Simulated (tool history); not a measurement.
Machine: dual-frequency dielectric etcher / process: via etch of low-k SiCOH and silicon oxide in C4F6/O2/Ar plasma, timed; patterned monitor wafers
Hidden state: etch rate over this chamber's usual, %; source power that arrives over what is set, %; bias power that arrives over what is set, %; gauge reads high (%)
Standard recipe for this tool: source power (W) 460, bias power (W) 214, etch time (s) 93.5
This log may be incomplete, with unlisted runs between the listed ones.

run,hour,source power (W),bias power (W),etch time (s),wafers since the last listed run,hours since the last wet clean,hours since the last source power generator calibration,hours since the last bias power generator calibration,hours since the last upper electrode change,hours since the gauge calibration,"read-back reference wafer on the same gauge, depth_nm",mean etch depth across the wafer (angstrom)
1,0.0,460,214,93.5,0,348.3,2322.4,3756.7,2709.2,36.2,290.4,3218
2,34.1,460,214,93.5,329,382.4,2356.5,3790.8,2743.3,70.3,290.6,3226
3,49.7,460,214,93.5,150,398.0,2372.1,3806.4,2758.9,85.9,290.6,3203
4,84.3,460,214,93.5,334,432.6,2406.7,3841.0,2793.5,120.5,291.0,3223
5,100.5,460,214,93.5,156,448.8,2422.9,3857.2,2809.7,136.7,291.2,3210
6,119.5,460,214,93.5,183,467.8,2441.9,3876.2,2828.7,155.7,291.3,3216
# hour 147.3: wet clean of the chamber
7,209.8,460,214,93.5,640,62.5,2532.2,3966.5,2919.0,246.0,292.0,3232
8,224.3,460,214,93.5,140,77.0,2546.7,3981.0,2933.5,260.5,292.5,3212
# hour 229.6: bias power generator calibrated
9,241.3,460,214,93.5,125,94.0,2563.7,11.7,2950.5,277.5,293.0,3236
# hour 260.8: source power generator calibrated
10,272.4,460,214,93.5,261,125.1,11.6,42.8,2981.6,308.6,293.1,3235
11,296.3,460,214,93.5,231,149.0,35.5,66.7,3005.5,332.5,293.3,3235
# hour 330.6: upper electrode replaced
12,331.1,460,214,93.5,104,183.8,70.3,101.5,0.5,367.3,293.6,3249
13,341.0,540,255,106.5,95,193.7,80.2,111.4,10.4,377.2,293.9,4130
# hour 344.8: gauge calibrated
14,361.2,430,169,93.5,195,213.9,100.4,131.6,30.6,16.4,290.3,2982
15,375.7,380,190,75.0,140,228.4,114.9,146.1,45.1,30.9,290.3,2287

Run 16, settings as shown, results not yet in. Your forecast:
16,411.6,350,197,115.5,347,264.3,150.8,182.0,81.0,66.8,?,?

For run 16 the tool returned read-back reference wafer on the same gauge, depth_nm 290.6, mean etch depth across the wafer (angstrom) 3381.
If the tool had no hidden condition, the same run with the same run-to-run variation would have returned mean etch depth across the wafer (angstrom) 3369.

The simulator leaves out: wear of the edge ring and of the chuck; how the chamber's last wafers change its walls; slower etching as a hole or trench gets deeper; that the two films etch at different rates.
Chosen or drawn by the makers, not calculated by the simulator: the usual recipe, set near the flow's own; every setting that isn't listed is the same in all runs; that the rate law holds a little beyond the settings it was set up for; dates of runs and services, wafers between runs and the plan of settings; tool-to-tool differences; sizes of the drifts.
